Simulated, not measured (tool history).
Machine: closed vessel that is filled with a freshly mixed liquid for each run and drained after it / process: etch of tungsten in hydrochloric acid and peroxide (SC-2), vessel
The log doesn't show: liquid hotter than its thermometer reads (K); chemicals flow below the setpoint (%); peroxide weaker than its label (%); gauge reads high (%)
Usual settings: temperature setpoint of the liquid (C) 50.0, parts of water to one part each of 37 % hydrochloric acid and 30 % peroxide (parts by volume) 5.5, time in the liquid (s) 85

run	hour	temperature setpoint of the liquid (C)	parts of water to one part each of 37 % hydrochloric acid and 30 % peroxide (parts by volume)	time in the liquid (s)	wafers since the last listed run	hours since the thermometer was replaced	hours since the chemicals flow meter was replaced	hours since the drum of peroxide was connected	hours since the gauge calibration	read-back film thickness of the tungsten reference wafer, read on the same gauge (nm)	thickness taken off the tungsten on a monitor wafer (Å)
1	0.0	46.5	5.5	85	0	1126.4	1521.5	530.7	16.8	119.99	193.1
2	9.7	46.5	5.5	85	798	1136.1	1531.2	540.4	26.5	119.99	194.2
3	16.8	50.0	5.5	85	584	1143.2	1538.3	547.5	33.6	119.97	245.0
4	32.6	50.0	5.5	85	1300	1159.0	1554.1	563.3	49.4	120.02	242.4
5	45.1	50.0	4.0	85	1028	1171.5	1566.6	575.8	61.9	120.02	303.9
6	54.5	50.0	4.0	85	773	1180.9	1576.0	585.2	71.3	120.04	304.6
7	64.2	50.0	4.0	85	798	1190.6	1585.7	594.9	81.0	120.01	304.3
8	80.6	50.0	5.5	55	1349	1207.0	1602.1	611.3	97.4	119.98	156.4
# hour 82.2: thermometer replaced
9	92.2	55.0	5.5	85	872	10.0	1613.7	622.9	109.0	120.04	331.9
10	105.7	55.0	5.5	85	1111	23.5	1627.2	636.4	122.5	120.03	334.6
11	123.1	50.0	5.5	45	1432	40.9	1644.6	653.8	139.9	120.04	126.9
12	137.6	50.0	5.5	85	1193	55.4	1659.1	668.3	154.4	119.99	240.2
13	153.3	50.0	4.0	85	1292	71.1	1674.8	684.0	170.1	119.97	301.6
# hour 161.4: gauge calibrated
14	166.8	44.5	5.5	85	1111	84.6	1688.3	697.5	5.4	120.02	165.4
# hour 170.0: chemicals flow meter replaced
15	179.6	56.0	8.0	35	971	97.4	9.6	710.3	18.2	119.98	109.3
16	193.7	50.0	5.5	85	1160	111.5	23.7	724.4	32.3	119.99	240.7
# hour 208.8: new drum of peroxide connected
17	209.8	53.0	5.5	85	1242	127.6	39.8	1.0	48.4	120.03	316.6
18	219.7	56.5	5.5	120	814	137.5	49.7	10.9	58.3	119.98	553.8
19	230.3	53.5	7.0	85	872	148.1	60.3	21.5	68.9	120.03	267.4
20	243.9	42.5	4.0	120	1119	161.7	73.9	35.1	82.5	120.05	269.9
21	258.5	50.0	5.5	85	1201	176.3	88.5	49.7	97.1	120.06	255.3
22	271.0	50.0	6.5	85	1028	188.8	101.0	62.2	109.6	120.00	222.9

What differs in the tool's unlogged condition from the final listed run ahead of each entry between runs to the first listed run following it?
Run 8 -> run 9: thermometer replaced (hour 82.2)
  peroxide weaker than its label (%): 7.22 -> 7.34
  measured minus no-state result, thickness taken off the tungsten on a monitor wafer (Å): -10.6 -> -22.7
Run 13 -> run 14: gauge calibrated (hour 161.4)
  peroxide weaker than its label (%): 8 -> 8.14
  measured minus no-state result, thickness taken off the tungsten on a monitor wafer (Å): -21.9 -> -12.8
Run 14 -> run 15: chemicals flow meter replaced (hour 170.0)
  peroxide weaker than its label (%): 8.14 -> 8.28
  measured minus no-state result, thickness taken off the tungsten on a monitor wafer (Å): -12.8 -> -8.9
Run 16 -> run 17: new drum of peroxide connected (hour 208.8)
  peroxide weaker than its label (%): 8.43 -> 0.293
  measured minus no-state result, thickness taken off the tungsten on a monitor wafer (Å): -19.2 -> -0.8
